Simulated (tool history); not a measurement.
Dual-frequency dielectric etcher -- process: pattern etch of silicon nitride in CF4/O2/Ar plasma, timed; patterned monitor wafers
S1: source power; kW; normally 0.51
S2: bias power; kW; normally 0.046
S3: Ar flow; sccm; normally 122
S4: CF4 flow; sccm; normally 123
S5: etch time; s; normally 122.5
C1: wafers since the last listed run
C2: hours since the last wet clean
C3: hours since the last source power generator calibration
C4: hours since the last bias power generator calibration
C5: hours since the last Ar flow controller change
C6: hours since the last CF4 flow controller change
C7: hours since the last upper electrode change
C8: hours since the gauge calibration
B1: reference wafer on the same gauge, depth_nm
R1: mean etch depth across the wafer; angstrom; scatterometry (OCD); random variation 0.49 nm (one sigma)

run,hour,S1,S2,S3,S4,S5,C1,C2,C3,C4,C5,C6,C7,C8,B1,R1
1,0,0.51,0.046,122,136,122.5,0,201.9,3794.3,2282.7,4779.6,2199.5,6058.3,354.1,261.3,2282
2,14.1,0.51,0.046,122,123,122.5,181,216,3808.4,2296.8,4793.7,2213.6,6072.4,368.2,261,2256
3,40.5,0.51,0.046,122,123,122.5,339,242.4,3834.8,2323.2,4820.1,2240,6098.8,394.6,260.9,2275
4,53.3,0.51,0.046,122,123,122.5,164,255.2,3847.6,2336,4832.9,2252.8,6111.6,407.4,261.1,2256
5,70.1,0.59,0.046,108,123,122.5,215,272,3864.4,2352.8,4849.7,2269.6,6128.4,424.2,261,2657
6,86.1,0.51,0.046,122,123,122.5,205,288,3880.4,2368.8,4865.7,2285.6,6144.4,440.2,261,2262
# hour 137.5: wet clean of the chamber
7,138,0.51,0.046,122,123,122.5,358,0.5,3932.3,2420.7,4917.6,2337.5,6196.3,492.1,261.2,2309
8,160.7,0.51,0.046,122,123,122.5,291,23.2,3955,2443.4,4940.3,2360.2,6219,514.8,261,2321
9,190.6,0.51,0.046,122,123,122.5,384,53.1,3984.9,2473.3,4970.2,2390.1,6248.9,544.7,261,2327
# hour 199.2: CF4 flow controller replaced
# hour 223.6: source power generator calibrated
# hour 226.5: gauge calibrated
# hour 227.3: upper electrode replaced
# hour 251.7: wet clean of the chamber, repeated, since the last time left the tool worse
10,252.2,0.51,0.046,122,123,122.5,306,0.5,28.6,2534.9,5031.8,53,24.9,25.7,260.8,2239
11,252.6,0.51,0.046,111,150,122.5,5,0.9,29,2535.3,5032.2,53.4,25.3,26.1,260.9,2298
12,252.9,0.51,0.042,122,146,97.5,3,1.2,29.3,2535.6,5032.5,53.7,25.6,26.4,261.2,1744
13,275,0.51,0.046,122,123,122.5,283,23.3,51.4,2557.7,5054.6,75.8,47.7,48.5,260.9,2243
14,298.8,0.39,0.046,146,96,122.5,305,47.1,75.2,2581.5,5078.4,99.6,71.5,72.3,260.9,1632
# hour 309: Ar flow controller replaced
15,313.8,0.38,0.046,102,113,122.5,115,62.1,90.2,2596.5,4.8,114.6,86.5,87.3,261,1686
16,326.6,0.51,0.046,97,123,88,164,74.9,103,2609.3,17.6,127.4,99.3,100.1,261.1,1658
# hour 349.5: bias power generator calibrated
17,362.4,0.62,0.046,122,123,147.5,408,110.7,138.8,12.9,53.4,163.2,135.1,135.9,261.2,3305
18,385.6,0.51,0.046,140,123,154.5,298,133.9,162,36.1,76.6,186.4,158.3,159.1,261.2,2799
19,415.7,0.51,0.052,109,123,122.5,386,164,192.1,66.2,106.7,216.5,188.4,189.2,261,2402
20,436.7,0.51,0.042,122,108,122.5,269,185,213.1,87.2,127.7,237.5,209.4,210.2,261.1,2160
21,467.7,0.51,0.046,122,123,104,398,216,244.1,118.2,158.7,268.5,240.4,241.2,260.9,1936
22,494,0.51,0.046,122,123,122.5,337,242.3,270.4,144.5,185,294.8,266.7,267.5,260.9,2279

What the log doesn't show, run by run:
source power that arrives over what is set, %: 0 in every run
bias power that arrives over what is set, %: 0 in every run
Ar flow that arrives over what is set, %: 0 in every run
CF4 flow that arrives over what is set, %: 0 in every run
gauge reads high (%): 0 in every run
H1: etch rate over this chamber's usual, %
run,H1
1,1.12
2,1.23
3,1.43
4,1.53
5,1.65
6,1.78
7,3.77
8,3.94
9,4.17
10,0.198
11,0.201
12,0.203
13,0.371
14,0.551
15,0.665
16,0.763
17,1.03
18,1.21
19,1.44
20,1.6
21,1.83
22,2.03
